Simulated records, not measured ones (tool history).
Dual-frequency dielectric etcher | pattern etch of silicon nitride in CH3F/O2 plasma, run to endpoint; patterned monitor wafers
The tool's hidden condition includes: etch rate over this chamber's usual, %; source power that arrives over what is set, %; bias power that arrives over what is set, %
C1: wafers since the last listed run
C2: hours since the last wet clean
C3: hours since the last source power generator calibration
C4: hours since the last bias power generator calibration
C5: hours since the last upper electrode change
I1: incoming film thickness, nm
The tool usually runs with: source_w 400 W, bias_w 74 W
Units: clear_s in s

Run 1, day 0: usual settings but bias_w 84 W; C1 0; C2 192.8; C3 3710; C4 2545.7; C5 2684.8; I1 98.7. Result: clear_s 100.5 s.
Run 2, day 0.654: usual settings but bias_w 84 W; C1 151; C2 208.5; C3 3725.7; C4 2561.4; C5 2700.5; I1 98.8. Result: clear_s 99.4 s.
Run 3, day 1.733: usual settings but bias_w 84 W; C1 249; C2 234.4; C3 3751.6; C4 2587.3; C5 2726.4; I1 98.5. Result: clear_s 99.8 s.
Run 4, day 3.104: usual settings; C1 317; C2 267.3; C3 3784.5; C4 2620.2; C5 2759.3; I1 99.3. Result: clear_s 105.6 s.
Run 5, day 3.638: usual settings; C1 123; C2 280.1; C3 3797.3; C4 2633; C5 2772.1; I1 98.7. Result: clear_s 103.8 s.
Run 6, day 4.146: usual settings; C1 117; C2 292.3; C3 3809.5; C4 2645.2; C5 2784.3; I1 98.4. Result: clear_s 104.5 s.
At day 6.412: wet clean of the chamber.
Run 7, day 7.112: usual settings but source_w 370 W; C1 455; C2 16.8; C3 3880.7; C4 2716.4; C5 2855.5; I1 97.6. Result: clear_s 113.9 s.
Run 8, day 8.029: usual settings but source_w 370 W; C1 212; C2 38.8; C3 3902.7; C4 2738.4; C5 2877.5; I1 98.6. Result: clear_s 115 s.
Run 9, day 8.904: usual settings but source_w 370 W; C1 202; C2 59.8; C3 3923.7; C4 2759.4; C5 2898.5; I1 98.7. Result: clear_s 114.4 s.
Run 10, day 9.742: usual settings but source_w 320 W; C1 193; C2 79.9; C3 3943.8; C4 2779.5; C5 2918.6; I1 98.9. Result: clear_s 126.4 s.
Run 11, day 10.396: usual settings but source_w 320 W; C1 151; C2 95.6; C3 3959.5; C4 2795.2; C5 2934.3; I1 97.7. Result: clear_s 123.6 s.
Run 12, day 10.967: usual settings but source_w 350 W, bias_w 60 W; C1 132; C2 109.3; C3 3973.2; C4 2808.9; C5 2948; I1 99.3. Result: clear_s 129.4 s.
Run 13, day 12.054: usual settings but source_w 350 W, bias_w 60 W; C1 251; C2 135.4; C3 3999.3; C4 2835; C5 2974.1; I1 98.2. Result: clear_s 127.9 s.
Run 14, day 12.888: usual settings but source_w 310 W, bias_w 82 W; C1 192; C2 155.4; C3 4019.3; C4 2855; C5 2994.1; I1 98.6. Result: clear_s 121.7 s.
Run 15, day 13.4: usual settings; C1 118; C2 167.7; C3 4031.6; C4 2867.3; C5 3006.4; I1 98.7. Result: clear_s 107.2 s.
Run 16, day 14.108: usual settings but source_w 350 W, bias_w 60 W; C1 163; C2 184.7; C3 4048.6; C4 2884.3; C5 3023.4; I1 97.1. Result: clear_s 125.2 s.
Run 17, day 15.196: usual settings; C1 251; C2 210.8; C3 4074.7; C4 2910.4; C5 3049.5; I1 98.1. Result: clear_s 104.8 s.
Run 18, day 15.996: usual settings but source_w 360 W, bias_w 67 W; C1 185; C2 230; C3 4093.9; C4 2929.6; C5 3068.7; I1 99.4. Result: clear_s 120.7 s.
Run 19, day 16.975: usual settings; C1 226; C2 253.5; C3 4117.4; C4 2953.1; C5 3092.2; I1 98.2. Result: clear_s 104.8 s.
Run 20, day 18.429: usual settings; C1 336; C2 288.4; C3 4152.3; C4 2988; C5 3127.1; I1 98.8. Result: clear_s 104.9 s.
Run 21, day 19.621: usual settings but source_w 450 W, bias_w 67 W; C1 275; C2 317; C3 4180.9; C4 3016.6; C5 3155.7; I1 97.9. Result: clear_s 101.2 s.
At day 20.033: bias power generator calibrated.
At day 20.583: source power generator calibrated.
Run 22, day 21.033: usual settings but source_w 350 W, bias_w 86 W; C1 249; C2 350.9; C3 10.8; C4 24; C5 3189.6; I1 98.9. Result: clear_s 106.3 s.
At day 22.279: wet clean of the chamber.
Run 23, day 22.496: usual settings but source_w 490 W, bias_w 91 W; C1 107; C2 5.2; C3 45.9; C4 59.1; C5 3224.7; I1 98.1. Result: clear_s 88.8 s.
At day 23.725: upper electrode replaced.
Run 24, day 23.746: usual settings but source_w 310 W, bias_w 61 W; C1 57; C2 35.2; C3 75.9; C4 89.1; C5 0.5; I1 97.2. Result: clear_s 137.5 s.
Run 25, day 24.3: usual settings but source_w 440 W, bias_w 61 W; C1 128; C2 48.5; C3 89.2; C4 102.4; C5 13.8; I1 98.6. Result: clear_s 111.9 s.
Run 26, day 25.717: usual settings but source_w 360 W, bias_w 60 W; C1 327; C2 82.5; C3 123.2; C4 136.4; C5 47.8; I1 97.6. Result: clear_s 125.6 s.
Run 27, day 27.05: usual settings but bias_w 57 W; C1 308; C2 114.5; C3 155.2; C4 168.4; C5 79.8; I1 98.3. Result: clear_s 120.6 s.
Run 28, day 27.688: usual settings but source_w 340 W; C1 147; C2 129.8; C3 170.5; C4 183.7; C5 95.1; I1 98.4. Result: clear_s 119.1 s.
Run 29, day 29.079: usual settings; C1 322; C2 163.2; C3 203.9; C4 217.1; C5 128.5; I1 98.2. Result: clear_s 106.1 s.
Run 30, day 29.892: usual settings; C1 188; C2 182.7; C3 223.4; C4 236.6; C5 148; I1 98.4. Result: clear_s 105.8 s.
Run 31, day 30.825: usual settings; C1 216; C2 205.1; C3 245.8; C4 259; C5 170.4; I1 98.2. Result: clear_s 105.2 s.
Run 32, day 31.429: usual settings; C1 139; C2 219.6; C3 260.3; C4 273.5; C5 184.9; I1 98.3. Result: clear_s 105.6 s.
Run 33, day 32.579: usual settings but source_w 330 W, bias_w 89 W; C1 266; C2 247.2; C3 287.9; C4 301.1; C5 212.5; I1 99.5. Result: clear_s 111 s.
Run 34, day 33.275: usual settings but source_w 370 W, bias_w 63 W; C1 161; C2 263.9; C3 304.6; C4 317.8; C5 229.2; I1 98.5. Result: clear_s 117.6 s.
Run 35, day 34.717: usual settings but source_w 330 W, bias_w 57 W; C1 333; C2 298.5; C3 339.2; C4 352.4; C5 263.8; I1 99. Result: clear_s 134.5 s.

What differs in the tool's unlogged condition from the final listed run ahead of each entry between runs to the first listed run following it?
In the gap between runs 6 and 7: wet clean of the chamber (day 6.412)
  etch rate over this chamber's usual, %: 4.09 -> -0.0648
  measured less the result without the state, clear_s: -4.3 -> +0.1 s
In the gap between runs 21 and 22: bias power generator calibrated (day 20.033); source power generator calibrated (day 20.583)
  etch rate over this chamber's usual, %: 4.17 -> 4.65
  measured less the result without the state, clear_s: -4.2 -> -4.9 s
In the gap between runs 22 and 23: wet clean of the chamber (day 22.279)
  etch rate over this chamber's usual, %: 4.65 -> -0.213
  measured less the result without the state, clear_s: -4.9 -> +0.2 s
In the gap between runs 23 and 24: upper electrode replaced (day 23.725)
  etch rate over this chamber's usual, %: -0.213 -> 0.211
  measured less the result without the state, clear_s: +0.2 -> -0.3 s

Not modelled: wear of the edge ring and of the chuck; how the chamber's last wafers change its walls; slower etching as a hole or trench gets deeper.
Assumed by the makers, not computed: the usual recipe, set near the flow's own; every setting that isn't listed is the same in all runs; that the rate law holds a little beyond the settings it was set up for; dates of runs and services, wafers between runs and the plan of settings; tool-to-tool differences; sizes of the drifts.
